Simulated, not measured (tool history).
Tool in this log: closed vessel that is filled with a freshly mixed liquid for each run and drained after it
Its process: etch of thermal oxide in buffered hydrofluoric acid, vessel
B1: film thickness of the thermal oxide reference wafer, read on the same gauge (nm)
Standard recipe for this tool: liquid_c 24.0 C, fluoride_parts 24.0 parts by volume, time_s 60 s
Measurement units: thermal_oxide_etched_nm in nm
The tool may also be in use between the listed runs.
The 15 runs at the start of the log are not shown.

Run 16, day 52.300: usual settings; B1 129.99. Result: thermal_oxide_etched_nm 27.76 nm.
Run 17, day 53.950: usual settings; B1 130.02. Result: thermal_oxide_etched_nm 27.87 nm.
Run 18, day 55.800: usual settings; B1 129.98. Result: thermal_oxide_etched_nm 27.57 nm.
At day 56.675: gauge calibrated.
Run 19, day 63.433: usual settings but time_s 70 s; B1 130.01. Result: thermal_oxide_etched_nm 32.63 nm.
Run 20, day 65.333: usual settings but liquid_c 21.0 C, fluoride_parts 28.0 parts by volume; B1 130.02. Result: thermal_oxide_etched_nm 21.16 nm.
Run 21, day 68.312: usual settings; B1 130.00. Result: thermal_oxide_etched_nm 27.88 nm.
Run 22, day 72.362: usual settings; B1 130.04. Result: thermal_oxide_etched_nm 27.80 nm.
Run 23, day 75.304: usual settings but liquid_c 19.0 C, fluoride_parts 26.5 parts by volume, time_s 75 s; B1 130.00. Result: thermal_oxide_etched_nm 24.76 nm.
At day 77.046: hydrofluoric acid flow meter replaced.
Run 24, day 78.812: usual settings but time_s 45 s; B1 130.01. Result: thermal_oxide_etched_nm 21.16 nm.
Run 25, day 82.088: usual settings but liquid_c 27.5 C, fluoride_parts 21.5 parts by volume, time_s 80 s; B1 130.00. Result: thermal_oxide_etched_nm 48.49 nm.
Run 26, day 85.112: usual settings; B1 129.98. Result: thermal_oxide_etched_nm 27.96 nm.
Run 27, day 88.121: usual settings; B1 129.98. Result: thermal_oxide_etched_nm 28.20 nm.
Run 28, day 92.108: usual settings but liquid_c 27.5 C, fluoride_parts 18.5 parts by volume, time_s 30 s; B1 129.99. Result: thermal_oxide_etched_nm 20.54 nm.

Estimate the outcome of run 29 from the log above:
Run 29, day 94.392: usual settings but liquid_c 27.5 C, fluoride_parts 27.0 parts by volume, time_s 50 s; B1 ?. Result: thermal_oxide_etched_nm ?.

Run 29 came out at B1 130.02, thermal_oxide_etched_nm 26.02 nm.
Take away the tool's hidden state, keep the run-to-run variation as it was, and the same run would have given thermal_oxide_etched_nm 25.53 nm.
